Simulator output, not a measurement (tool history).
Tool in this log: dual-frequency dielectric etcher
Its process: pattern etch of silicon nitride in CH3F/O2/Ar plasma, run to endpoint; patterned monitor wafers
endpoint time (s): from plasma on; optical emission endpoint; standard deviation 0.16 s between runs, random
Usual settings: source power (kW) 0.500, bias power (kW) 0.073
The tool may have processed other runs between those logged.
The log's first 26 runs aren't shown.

run      day  source power (kW)  bias power (kW)  wafers since the last listed run  hours since the last wet clean  hours since the last source power generator calibration  hours since the last bias power generator calibration  hours since the last upper electrode change  incoming incoming film thickness, nm  endpoint time (s)
 27  107.521              0.450            0.085                               741                           151.7                                                    684.1                                                  754.6                                        129.2                                 39.66               51.9
 28  110.075              0.440            0.085                               557                           213.0                                                    745.4                                                  815.9                                        190.5                                 40.14               53.1
 29  114.075              0.610            0.073                               872                           309.0                                                    841.4                                                  911.9                                        286.5                                 40.31               50.7
 30  118.175              0.500            0.073                               894                           407.4                                                    939.8                                                 1010.3                                        384.9                                 39.75               53.2
 31  120.612              0.500            0.073                               531                           465.9                                                    998.3                                                 1068.8                                        443.4                                 39.58               52.7
 32  122.717              0.610            0.059                               459                           516.4                                                   1048.8                                                 1119.3                                        493.9                                 39.53               53.4
     124.467  -- wet clean of the chamber
 33  126.462              0.560            0.080                               599                            47.9                                                   1138.7                                                 1209.2                                        583.8                                 39.83               49.8
 34  129.233              0.500            0.073                               604                           114.4                                                   1205.2                                                 1275.7                                        650.3                                 39.96               53.6
 35  133.350              0.500            0.073                               898                           213.2                                                   1304.0                                                 1374.5                                        749.1                                 39.47               52.4
 36  136.758              0.500            0.073                               743                           295.0                                                   1385.8                                                 1456.3                                        830.9                                 40.13               53.5

Alternative continuations, all from the tool just after run 36; predict every row:
  A  136.775              0.500            0.087                                 3                           295.4                                                   1386.2                                                 1456.7                                        831.3                                 39.96                  ?
  B  136.775              0.380            0.066                                 3                           295.4                                                   1386.2                                                 1456.7                                        831.3                                 39.96                  ?
  C  136.775              0.560            0.073                                 3                           295.4                                                   1386.2                                                 1456.7                                        831.3                                 39.96                  ?

run  endpoint time (s)
  A               50.1
  B               59.2
  C               51.5
With no hidden state in the tool, these same runs would have given:
run  endpoint time (s)
  A               51.0
  B               60.3
  C               52.5
